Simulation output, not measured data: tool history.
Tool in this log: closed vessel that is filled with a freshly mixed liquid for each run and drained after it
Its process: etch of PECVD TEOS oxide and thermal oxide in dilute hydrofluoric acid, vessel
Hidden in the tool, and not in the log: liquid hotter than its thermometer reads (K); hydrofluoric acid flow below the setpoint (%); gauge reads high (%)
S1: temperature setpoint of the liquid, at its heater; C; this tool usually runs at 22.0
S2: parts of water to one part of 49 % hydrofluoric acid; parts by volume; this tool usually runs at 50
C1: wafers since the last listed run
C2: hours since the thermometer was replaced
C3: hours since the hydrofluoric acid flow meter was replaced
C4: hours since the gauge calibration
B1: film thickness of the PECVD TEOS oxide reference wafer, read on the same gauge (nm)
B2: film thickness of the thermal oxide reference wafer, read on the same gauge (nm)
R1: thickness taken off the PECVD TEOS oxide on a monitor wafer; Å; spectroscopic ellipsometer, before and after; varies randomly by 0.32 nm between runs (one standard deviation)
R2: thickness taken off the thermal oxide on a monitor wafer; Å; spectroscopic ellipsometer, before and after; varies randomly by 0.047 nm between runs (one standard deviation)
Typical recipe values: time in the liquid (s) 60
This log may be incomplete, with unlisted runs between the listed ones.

{"run": 1, "hour": 0.0, "S1": 22.0, "S2": 50, "time in the liquid (s)": 60, "C1": 0, "C2": 2394.1, "C3": 768.9, "C4": 2562.9, "B1": 39.98, "B2": 79.99, "R1": 351.5, "R2": 61.7}
{"run": 2, "hour": 98.6, "S1": 22.0, "S2": 50, "time in the liquid (s)": 60, "C1": 6071, "C2": 2492.7, "C3": 867.5, "C4": 2661.5, "B1": 40.0, "B2": 80.0, "R1": 350.3, "R2": 60.9}
{"hour": 150.2, "done": "thermometer replaced"}
{"run": 3, "hour": 190.2, "S1": 22.0, "S2": 50, "time in the liquid (s)": 60, "C1": 5579, "C2": 40.0, "C3": 959.1, "C4": 2753.1, "B1": 40.0, "B2": 80.01, "R1": 323.1, "R2": 54.2}
{"run": 4, "hour": 243.4, "S1": 22.0, "S2": 50, "time in the liquid (s)": 60, "C1": 3276, "C2": 93.2, "C3": 1012.3, "C4": 2806.3, "B1": 40.02, "B2": 80.0, "R1": 322.5, "R2": 54.3}
{"run": 5, "hour": 294.4, "S1": 18.0, "S2": 40, "time in the liquid (s)": 60, "C1": 3140, "C2": 144.2, "C3": 1063.3, "C4": 2857.3, "B1": 40.01, "B2": 79.99, "R1": 346.4, "R2": 58.8}
{"hour": 322.7, "done": "gauge calibrated"}
{"run": 6, "hour": 435.1, "S1": 22.0, "S2": 50, "time in the liquid (s)": 60, "C1": 8664, "C2": 284.9, "C3": 1204.0, "C4": 112.4, "B1": 39.97, "B2": 79.99, "R1": 318.1, "R2": 54.7}
{"run": 7, "hour": 501.1, "S1": 22.0, "S2": 50, "time in the liquid (s)": 60, "C1": 4064, "C2": 350.9, "C3": 1270.0, "C4": 178.4, "B1": 39.99, "B2": 79.99, "R1": 319.0, "R2": 54.7}
{"run": 8, "hour": 562.7, "S1": 22.0, "S2": 50, "time in the liquid (s)": 60, "C1": 3793, "C2": 412.5, "C3": 1331.6, "C4": 240.0, "B1": 40.04, "B2": 80.01, "R1": 325.3, "R2": 55.6}
{"run": 9, "hour": 664.4, "S1": 22.0, "S2": 50, "time in the liquid (s)": 60, "C1": 6262, "C2": 514.2, "C3": 1433.3, "C4": 341.7, "B1": 40.03, "B2": 80.0, "R1": 314.0, "R2": 54.8}
{"run": 10, "hour": 708.4, "S1": 26.0, "S2": 50, "time in the liquid (s)": 60, "C1": 2709, "C2": 558.2, "C3": 1477.3, "C4": 385.7, "B1": 40.01, "B2": 80.01, "R1": 375.7, "R2": 65.1}
{"run": 11, "hour": 785.9, "S1": 22.0, "S2": 50, "time in the liquid (s)": 60, "C1": 4772, "C2": 635.7, "C3": 1554.8, "C4": 463.2, "B1": 40.02, "B2": 80.0, "R1": 319.4, "R2": 55.4}
{"run": 12, "hour": 879.2, "S1": 20.5, "S2": 25, "time in the liquid (s)": 90, "C1": 5745, "C2": 729.0, "C3": 1648.1, "C4": 556.5, "B1": 39.99, "B2": 80.0, "R1": 930.0, "R2": 158.4}
{"hour": 901.2, "done": "hydrofluoric acid flow meter replaced"}
{"run": 13, "hour": 978.6, "S1": 24.5, "S2": 65, "time in the liquid (s)": 85, "C1": 6059, "C2": 828.4, "C3": 77.4, "C4": 655.9, "B1": 39.97, "B2": 80.0, "R1": 399.0, "R2": 68.3}
{"run": 14, "hour": 1066.7, "S1": 20.5, "S2": 50, "time in the liquid (s)": 60, "C1": 5425, "C2": 916.5, "C3": 165.5, "C4": 744.0, "B1": 39.98, "B2": 79.99, "R1": 325.9, "R2": 55.3}
{"run": 15, "hour": 1138.1, "S1": 22.0, "S2": 70, "time in the liquid (s)": 60, "C1": 4396, "C2": 987.9, "C3": 236.9, "C4": 815.4, "B1": 40.0, "B2": 80.0, "R1": 238.9, "R2": 41.2}
{"run": 16, "hour": 1200.6, "S1": 22.0, "S2": 25, "time in the liquid (s)": 60, "C1": 3848, "C2": 1050.4, "C3": 299.4, "C4": 877.9, "B1": 40.01, "B2": 80.0, "R1": 714.0, "R2": 122.8}
{"run": 17, "hour": 1263.5, "S1": 26.5, "S2": 50, "time in the liquid (s)": 40, "C1": 3873, "C2": 1113.3, "C3": 362.3, "C4": 940.8, "B1": 39.97, "B2": 80.0, "R1": 273.8, "R2": 47.2}
{"run": 18, "hour": 1357.8, "S1": 26.5, "S2": 50, "time in the liquid (s)": 60, "C1": 5807, "C2": 1207.6, "C3": 456.6, "C4": 1035.1, "B1": 39.96, "B2": 80.0, "R1": 406.5, "R2": 71.1}
{"run": 19, "hour": 1461.1, "S1": 22.0, "S2": 35, "time in the liquid (s)": 60, "C1": 6361, "C2": 1310.9, "C3": 559.9, "C4": 1138.4, "B1": 40.02, "B2": 80.0, "R1": 497.7, "R2": 84.8}
{"run": 20, "hour": 1552.8, "S1": 22.0, "S2": 50, "time in the liquid (s)": 60, "C1": 5646, "C2": 1402.6, "C3": 651.6, "C4": 1230.1, "B1": 40.0, "B2": 80.01, "R1": 339.1, "R2": 57.7}
{"run": 21, "hour": 1629.5, "S1": 22.0, "S2": 50, "time in the liquid (s)": 60, "C1": 4723, "C2": 1479.3, "C3": 728.3, "C4": 1306.8, "B1": 40.01, "B2": 80.0, "R1": 343.6, "R2": 58.2}
{"run": 22, "hour": 1675.1, "S1": 22.0, "S2": 50, "time in the liquid (s)": 60, "C1": 2808, "C2": 1524.9, "C3": 773.9, "C4": 1352.4, "B1": 40.01, "B2": 80.0, "R1": 342.2, "R2": 58.3}
{"run": 23, "hour": 1758.3, "S1": 25.5, "S2": 40, "time in the liquid (s)": 85, "C1": 5123, "C2": 1608.1, "C3": 857.1, "C4": 1435.6, "B1": 40.0, "B2": 80.0, "R1": 698.1, "R2": 121.7}
{"run": 24, "hour": 1963.8, "S1": 20.0, "S2": 35, "time in the liquid (s)": 50, "C1": 12654, "C2": 1813.6, "C3": 1062.6, "C4": 1641.1, "B1": 39.97, "B2": 80.0, "R1": 381.7, "R2": 66.3}
{"run": 25, "hour": 2109.6, "S1": 25.5, "S2": 50, "time in the liquid (s)": 45, "C1": 8978, "C2": 1959.4, "C3": 1208.4, "C4": 1786.9, "B1": 40.01, "B2": 79.99, "R1": 298.3, "R2": 50.6}
{"run": 26, "hour": 2217.4, "S1": 24.5, "S2": 65, "time in the liquid (s)": 85, "C1": 6638, "C2": 2067.2, "C3": 1316.2, "C4": 1894.7, "B1": 39.98, "B2": 80.02, "R1": 401.8, "R2": 69.3}
{"run": 27, "hour": 2264.2, "S1": 22.0, "S2": 50, "time in the liquid (s)": 95, "C1": 2881, "C2": 2114.0, "C3": 1363.0, "C4": 1941.5, "B1": 40.03, "B2": 79.99, "R1": 531.6, "R2": 91.6}

Consider 3 possible next runs. They are alternatives, not a sequence: every one starts from the tool as it was left by run 27. What does each give?
{"run": "A", "hour": 2264.9, "S1": 22.0, "S2": 50, "time in the liquid (s)": 60, "C1": 43, "C2": 2114.7, "C3": 1363.7, "C4": 1942.2, "B1": "?", "B2": "?", "R1": "?", "R2": "?"}
{"run": "B", "hour": 2264.9, "S1": 20.0, "S2": 65, "time in the liquid (s)": 80, "C1": 43, "C2": 2114.7, "C3": 1363.7, "C4": 1942.2, "B1": "?", "B2": "?", "R1": "?", "R2": "?"}
{"run": "C", "hour": 2264.9, "S1": 22.0, "S2": 60, "time in the liquid (s)": 60, "C1": 43, "C2": 2114.7, "C3": 1363.7, "C4": 1942.2, "B1": "?", "B2": "?", "R1": "?", "R2": "?"}

run=A B1=39.98 B2=80.00 R1=338.6 R2=58.0
run=B B1=39.98 B2=80.00 R1=313.4 R2=53.7
run=C B1=39.98 B2=80.00 R1=278.3 R2=47.7
With the hidden condition removed and each run's random variation left untouched, the same runs would have given:
run=A R1=331.6 R2=56.8
run=B R1=307.1 R2=52.6
run=C R1=272.9 R2=46.7
